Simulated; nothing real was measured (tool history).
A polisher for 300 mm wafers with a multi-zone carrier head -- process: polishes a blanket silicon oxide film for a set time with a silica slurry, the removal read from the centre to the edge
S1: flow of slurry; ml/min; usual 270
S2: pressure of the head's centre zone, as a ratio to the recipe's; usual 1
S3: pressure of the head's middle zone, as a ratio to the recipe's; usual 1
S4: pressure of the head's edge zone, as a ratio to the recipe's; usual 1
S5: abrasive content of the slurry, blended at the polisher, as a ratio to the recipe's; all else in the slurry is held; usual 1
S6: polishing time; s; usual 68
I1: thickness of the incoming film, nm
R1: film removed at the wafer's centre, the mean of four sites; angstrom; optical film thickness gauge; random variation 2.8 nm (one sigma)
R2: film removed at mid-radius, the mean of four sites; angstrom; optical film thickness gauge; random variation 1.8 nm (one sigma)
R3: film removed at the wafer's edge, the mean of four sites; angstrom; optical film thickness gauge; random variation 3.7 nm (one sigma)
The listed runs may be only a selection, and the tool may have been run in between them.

run,hour,S1,S2,S3,S4,S5,S6,I1,R1,R2,R3
1,0,270,1,0.95,0.95,1,83,1118.8,3088,2934,2900
2,56.3,270,1,1,1,1,68,1140.7,2553,2529,2481
# hour 103.6: carrier head's membrane replaced by a new one
# hour 191.3: worn pad replaced by a new one
3,336,270,1,1,1,1,68,1151.4,2501,2530,2454
4,437.4,270,1,1,1,1,68,1145.6,2443,2466,2404
# hour 473.2: edge zone pressure recalibrated
5,483.9,230,1.07,1,1,1,68,1140,2512,2450,2383
6,555.9,270,1.05,0.94,1.03,1,80,1142.9,3030,2702,2912
7,642.8,270,1,1.07,1,1,68,1133.5,2387,2620,2381
# hour 664.2: slurry nozzle cleaned
8,719.2,270,1,1,0.97,1.2,68,1161.1,2796,2791,2679
9,809.7,270,1,1,1,1,68,1140.8,2546,2560,2468
10,903.3,270,1,0.97,1,1,68,1128.4,2526,2464,2426

What does the tool deliver on the next run?
11,974.6,270,1,0.91,1,0.9,68,1139.4,?,?,?

R1: 2379 angstrom
R2: 2157 angstrom
R3: 2259 angstrom
With no hidden state in the tool, this same run would have given R1 2420 angstrom, R2 2190 angstrom, R3 2285 angstrom.

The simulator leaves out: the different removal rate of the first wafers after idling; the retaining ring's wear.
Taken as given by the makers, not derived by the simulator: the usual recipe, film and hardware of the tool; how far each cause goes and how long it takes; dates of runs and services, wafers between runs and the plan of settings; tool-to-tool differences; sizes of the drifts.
